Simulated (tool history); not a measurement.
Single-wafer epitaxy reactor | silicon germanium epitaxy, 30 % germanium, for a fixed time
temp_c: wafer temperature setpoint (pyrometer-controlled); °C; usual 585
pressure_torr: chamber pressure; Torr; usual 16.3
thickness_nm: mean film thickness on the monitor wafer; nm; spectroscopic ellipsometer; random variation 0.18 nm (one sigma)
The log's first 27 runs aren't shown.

run	hour	temp_c	pressure_torr	wafers since the last listed run	hours since the last pyrometer calibration	hours since the last manometer calibration	hours since the showerhead was replaced	hours since the gauge calibration	read-back reference wafer on the same gauge, thickness_nm	thickness_nm
28	680.8	593	17.6	296	142.0	177.4	200.6	402.8	43.091	45.281
29	711.8	585	12.8	271	173.0	208.4	231.6	433.8	43.119	32.805
30	728.1	593	19.9	142	189.3	224.7	247.9	450.1	43.068	47.092
31	741.4	574	14.3	116	202.6	238.0	261.2	463.4	43.076	26.750
32	759.8	596	17.3	161	221.0	256.4	279.6	481.8	43.185	47.113
33	782.4	577	20.2	197	243.6	279.0	302.2	504.4	43.109	33.343
34	810.0	585	19.0	241	271.2	306.6	329.8	532.0	43.134	38.723
35	838.2	585	13.6	246	299.4	334.8	358.0	560.2	43.010	33.156

Forecast each of these 4 alternatives for the next run:
A	838.6	585	16.3	3	299.8	335.2	358.4	560.6	?	?
B	838.6	572	17.4	3	299.8	335.2	358.4	560.6	?	?
C	838.6	579	17.8	3	299.8	335.2	358.4	560.6	?	?
D	838.6	593	14.6	3	299.8	335.2	358.4	560.6	?	?

run	read-back reference wafer on the same gauge, thickness_nm	thickness_nm
A	43.139	36.164
B	43.139	27.929
C	43.139	32.981
D	43.139	40.864
Without the tool's hidden state the same runs would have given:
run	thickness_nm
A	38.767
B	30.013
C	35.395
D	43.742
